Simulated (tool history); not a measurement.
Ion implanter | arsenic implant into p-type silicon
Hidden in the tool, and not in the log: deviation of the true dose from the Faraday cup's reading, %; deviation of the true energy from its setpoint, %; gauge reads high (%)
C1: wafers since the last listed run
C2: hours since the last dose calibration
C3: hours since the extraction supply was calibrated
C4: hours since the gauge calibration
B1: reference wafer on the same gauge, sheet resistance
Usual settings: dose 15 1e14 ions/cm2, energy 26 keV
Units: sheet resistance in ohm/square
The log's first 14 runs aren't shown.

{"run": 15, "day": 39.65, "dose": 16.4, "energy": 26, "C1": 715, "C2": 475.1, "C3": 4022.5, "C4": 2963.8, "B1": 117.99, "sheet resistance": 99.3}
{"run": 16, "day": 41.871, "dose": 16.4, "energy": 26, "C1": 578, "C2": 528.4, "C3": 4075.8, "C4": 3017.1, "B1": 117.97, "sheet resistance": 99.22}
{"run": 17, "day": 48.517, "dose": 16.4, "energy": 26, "C1": 1731, "C2": 687.9, "C3": 4235.3, "C4": 3176.6, "B1": 118.04, "sheet resistance": 99.47}
{"run": 18, "day": 51.846, "dose": 15, "energy": 29, "C1": 867, "C2": 767.8, "C3": 4315.2, "C4": 3256.5, "B1": 118.06, "sheet resistance": 100.09}
{"day": 52.3, "done": "gauge calibrated"}
{"day": 52.662, "done": "Faraday cup replaced and dose calibrated"}
{"run": 19, "day": 56.075, "dose": 15, "energy": 31.5, "C1": 1014, "C2": 81.9, "C3": 4416.7, "C4": 90.6, "B1": 118, "sheet resistance": 97}
{"run": 20, "day": 60.296, "dose": 15, "energy": 29, "C1": 1099, "C2": 183.2, "C3": 4518, "C4": 191.9, "B1": 117.98, "sheet resistance": 99.44}
{"day": 62.0, "done": "extraction supply calibrated"}
{"run": 21, "day": 64.533, "dose": 17.16, "energy": 18, "C1": 1017, "C2": 284.9, "C3": 60.8, "C4": 293.6, "B1": 117.98, "sheet resistance": 106.1}
{"run": 22, "day": 67.846, "dose": 15, "energy": 26, "C1": 862, "C2": 364.4, "C3": 140.3, "C4": 373.1, "B1": 118.03, "sheet resistance": 101.45}
{"run": 23, "day": 70.088, "dose": 12.33, "energy": 28.5, "C1": 583, "C2": 418.2, "C3": 194.1, "C4": 426.9, "B1": 117.94, "sheet resistance": 108.55}
{"run": 24, "day": 74.275, "dose": 15, "energy": 26, "C1": 1090, "C2": 518.7, "C3": 294.6, "C4": 527.4, "B1": 117.96, "sheet resistance": 101.3}
{"run": 25, "day": 78.054, "dose": 18.43, "energy": 31.5, "C1": 984, "C2": 609.4, "C3": 385.3, "C4": 618.1, "B1": 117.97, "sheet resistance": 88.81}
{"run": 26, "day": 80.554, "dose": 17.89, "energy": 18, "C1": 651, "C2": 669.4, "C3": 445.3, "C4": 678.1, "B1": 117.98, "sheet resistance": 105.61}
{"run": 27, "day": 83.183, "dose": 10.52, "energy": 34.5, "C1": 684, "C2": 732.5, "C3": 508.4, "C4": 741.2, "B1": 117.99, "sheet resistance": 114.48}
{"run": 28, "day": 84.738, "dose": 15, "energy": 26, "C1": 404, "C2": 769.8, "C3": 545.7, "C4": 778.5, "B1": 118.04, "sheet resistance": 101.8}
{"day": 87.262, "done": "Faraday cup replaced and dose calibrated"}
{"run": 29, "day": 89.012, "dose": 19.06, "energy": 34.5, "C1": 1026, "C2": 42, "C3": 648.3, "C4": 881.1, "B1": 118.03, "sheet resistance": 84.84}
{"run": 30, "day": 91.688, "dose": 17.27, "energy": 29.5, "C1": 696, "C2": 106.2, "C3": 712.5, "C4": 945.3, "B1": 117.96, "sheet resistance": 92.51}
{"run": 31, "day": 93.288, "dose": 10.51, "energy": 31.5, "C1": 416, "C2": 144.6, "C3": 750.9, "C4": 983.7, "B1": 118.04, "sheet resistance": 116.04}
{"run": 32, "day": 95.929, "dose": 12.65, "energy": 30.5, "C1": 688, "C2": 208, "C3": 814.3, "C4": 1047.1, "B1": 117.96, "sheet resistance": 105.43}
{"run": 33, "day": 100.004, "dose": 11.94, "energy": 31, "C1": 1061, "C2": 305.8, "C3": 912.1, "C4": 1144.9, "B1": 118.01, "sheet resistance": 108.42}
{"run": 34, "day": 102.292, "dose": 18.48, "energy": 26, "C1": 595, "C2": 360.7, "C3": 967, "C4": 1199.8, "B1": 118, "sheet resistance": 94.44}
{"run": 35, "day": 106.154, "dose": 12.97, "energy": 28.5, "C1": 1006, "C2": 453.4, "C3": 1059.7, "C4": 1292.5, "B1": 118.04, "sheet resistance": 105.89}
{"run": 36, "day": 110.408, "dose": 15, "energy": 26, "C1": 1108, "C2": 555.5, "C3": 1161.8, "C4": 1394.6, "B1": 118.03, "sheet resistance": 101.6}

3 ways to go on from here, each from the tool as it stands after run 36. What would each give?
{"run": "A", "day": 110.425, "dose": 19.21, "energy": 26, "C1": 4, "C2": 555.9, "C3": 1162.2, "C4": 1395, "B1": "?", "sheet resistance": "?"}
{"run": "B", "day": 110.425, "dose": 16.43, "energy": 32.5, "C1": 4, "C2": 555.9, "C3": 1162.2, "C4": 1395, "B1": "?", "sheet resistance": "?"}
{"run": "C", "day": 110.425, "dose": 18.02, "energy": 26, "C1": 4, "C2": 555.9, "C3": 1162.2, "C4": 1395, "B1": "?", "sheet resistance": "?"}

run=A B1=117.99 sheet_resistance=93.41
run=B B1=117.99 sheet_resistance=92.24
run=C B1=117.99 sheet_resistance=95.29
Without the tool's hidden state the same runs would have given:
run=A sheet_resistance=93
run=B sheet_resistance=91.71
run=C sheet_resistance=94.85

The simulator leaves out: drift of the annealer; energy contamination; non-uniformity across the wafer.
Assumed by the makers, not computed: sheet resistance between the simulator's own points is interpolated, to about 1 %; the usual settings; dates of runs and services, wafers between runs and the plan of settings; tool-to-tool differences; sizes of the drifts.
